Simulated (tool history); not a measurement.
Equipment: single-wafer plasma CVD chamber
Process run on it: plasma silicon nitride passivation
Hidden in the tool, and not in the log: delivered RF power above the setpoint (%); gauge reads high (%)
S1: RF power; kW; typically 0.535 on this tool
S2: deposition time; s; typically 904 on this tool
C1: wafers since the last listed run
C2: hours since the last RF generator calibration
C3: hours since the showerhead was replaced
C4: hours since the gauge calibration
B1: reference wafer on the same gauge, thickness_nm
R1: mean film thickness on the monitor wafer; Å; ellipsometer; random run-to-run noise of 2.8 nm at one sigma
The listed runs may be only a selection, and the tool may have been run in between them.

Run 1, hour 0: usual settings; C1 0; C2 2122.5; C3 4935.2; C4 368.6; B1 1099.964. Result: R1 13371 Å.
Run 2, hour 33.5: usual settings; C1 76; C2 2156; C3 4968.7; C4 402.1; B1 1099.57. Result: R1 13345 Å.
Run 3, hour 100.6: usual settings; C1 153; C2 2223.1; C3 5035.8; C4 469.2; B1 1099.76. Result: R1 13329.44 Å.
Run 4, hour 118.4: usual settings but S2 834 s; C1 40; C2 2240.9; C3 5053.6; C4 487; B1 1099.713. Result: R1 12258.77 Å.
Run 5, hour 147.4: usual settings but S2 834 s; C1 66; C2 2269.9; C3 5082.6; C4 516; B1 1099.986. Result: R1 12295.2 Å.
Run 6, hour 167.6: usual settings; C1 46; C2 2290.1; C3 5102.8; C4 536.2; B1 1099.545. Result: R1 13248.03 Å.
Run 7, hour 196.3: usual settings; C1 65; C2 2318.8; C3 5131.5; C4 564.9; B1 1099.791. Result: R1 13259.83 Å.
Run 8, hour 223.9: usual settings; C1 62; C2 2346.4; C3 5159.1; C4 592.5; B1 1099.665. Result: R1 13299.8 Å.
Run 9, hour 250.7: usual settings but S1 0.61 kW, S2 1028 s; C1 61; C2 2373.2; C3 5185.9; C4 619.3; B1 1099.793. Result: R1 15717.85 Å.
Run 10, hour 283.9: usual settings; C1 75; C2 2406.4; C3 5219.1; C4 652.5; B1 1099.812. Result: R1 13268.82 Å.
Run 11, hour 300.4: usual settings; C1 37; C2 2422.9; C3 5235.6; C4 669; B1 1099.836. Result: R1 13205.75 Å.
Run 12, hour 335.5: usual settings; C1 80; C2 2458; C3 5270.7; C4 704.1; B1 1100.406. Result: R1 13209.64 Å.
At hour 358.6: showerhead replaced.
Run 13, hour 370.1: usual settings; C1 60; C2 2492.6; C3 11.5; C4 738.7; B1 1100.194. Result: R1 13233.74 Å.
Run 14, hour 392.2: usual settings; C1 50; C2 2514.7; C3 33.6; C4 760.8; B1 1099.837. Result: R1 13246.49 Å.
Run 15, hour 417.9: usual settings; C1 58; C2 2540.4; C3 59.3; C4 786.5; B1 1100.249. Result: R1 13220.42 Å.
At hour 430.6: gauge calibrated.
Run 16, hour 511.5: usual settings but S1 0.62 kW, S2 776 s; C1 213; C2 2634; C3 152.9; C4 80.9; B1 1100.243. Result: R1 11857.1 Å.
At hour 576.5: RF generator calibrated.
Run 17, hour 617.4: usual settings but S1 0.62 kW, S2 776 s; C1 223; C2 40.9; C3 258.8; C4 186.8; B1 1100.031. Result: R1 12151.68 Å.
Run 18, hour 637.8: usual settings but S1 0.61 kW, S2 1028 s; C1 46; C2 61.3; C3 279.2; C4 207.2; B1 1099.888. Result: R1 16026.09 Å.
Run 19, hour 664.5: usual settings but S1 0.49 kW, S2 835 s; C1 60; C2 88; C3 305.9; C4 233.9; B1 1100.194. Result: R1 12181.85 Å.
Run 20, hour 694.2: usual settings but S1 0.57 kW, S2 1055 s; C1 67; C2 117.7; C3 335.6; C4 263.6; B1 1099.766. Result: R1 16088.68 Å.
Run 21, hour 729.1: usual settings; C1 79; C2 152.6; C3 370.5; C4 298.5; B1 1100.065. Result: R1 13553.1 Å.
Run 22, hour 754.6: usual settings; C1 58; C2 178.1; C3 396; C4 324; B1 1099.828. Result: R1 13573.77 Å.
Run 23, hour 782.3: usual settings but S1 0.625 kW; C1 63; C2 205.8; C3 423.7; C4 351.7; B1 1100.024. Result: R1 14162.57 Å.
Run 24, hour 811.1: usual settings but S1 0.585 kW, S2 794 s; C1 65; C2 234.6; C3 452.5; C4 380.5; B1 1100.067. Result: R1 12208.99 Å.
Run 25, hour 826.2: usual settings but S1 0.585 kW; C1 34; C2 249.7; C3 467.6; C4 395.6; B1 1099.92. Result: R1 13895.59 Å.
Run 26, hour 839.6: usual settings but S1 0.64 kW, S2 1081 s; C1 30; C2 263.1; C3 481; C4 409; B1 1100.112. Result: R1 17080.37 Å.
Run 27, hour 864.4: usual settings but S2 787 s; C1 56; C2 287.9; C3 505.8; C4 433.8; B1 1100.191. Result: R1 11793.32 Å.
Run 28, hour 894.8: usual settings but S1 0.59 kW, S2 1072 s; C1 69; C2 318.3; C3 536.2; C4 464.2; B1 1100.016. Result: R1 16534.86 Å.
Run 29, hour 918.9: usual settings but S1 0.59 kW, S2 957 s; C1 54; C2 342.4; C3 560.3; C4 488.3; B1 1099.691. Result: R1 14750.42 Å.
Run 30, hour 938.9: usual settings; C1 45; C2 362.4; C3 580.3; C4 508.3; B1 1100.085. Result: R1 13557.44 Å.
Run 31, hour 959.6: usual settings but S1 0.64 kW, S2 730 s; C1 47; C2 383.1; C3 601; C4 529; B1 1099.637. Result: R1 11549.36 Å.
Run 32, hour 976.6: usual settings but S1 0.48 kW, S2 1013 s; C1 38; C2 400.1; C3 618; C4 546; B1 1099.995. Result: R1 14706.93 Å.
Run 33, hour 1003.8: usual settings; C1 62; C2 427.3; C3 645.2; C4 573.2; B1 1099.967. Result: R1 13526.21 Å.
Run 34, hour 1035.7: usual settings but S1 0.445 kW, S2 846 s; C1 72; C2 459.2; C3 677.1; C4 605.1; B1 1099.93. Result: R1 11977.08 Å.

Each row is a separate what-if for the run after 34, all from the same tool condition, not one after another. Results?
Run A, hour 1036.4: usual settings; C1 1; C2 459.9; C3 677.8; C4 605.8; B1 ?. Result: R1 ?.
Run B, hour 1036.4: usual settings but S2 954 s; C1 1; C2 459.9; C3 677.8; C4 605.8; B1 ?. Result: R1 ?.
Run C, hour 1036.4: usual settings but S1 0.575 kW, S2 967 s; C1 1; C2 459.9; C3 677.8; C4 605.8; B1 ?. Result: R1 ?.
Run D, hour 1036.4: usual settings but S1 0.48 kW, S2 1084 s; C1 1; C2 459.9; C3 677.8; C4 605.8; B1 ?. Result: R1 ?.

run        B1        R1
  A  1100.066  13527.17
  B  1100.066  14275.35
  C  1100.066  14785.48
  D  1100.066  15702.66
Stripped of hidden state, with their random variation kept, the same runs would have yielded:
run        R1
  A  13581.28
  B  14332.46
  C  14844.63
  D  15765.47
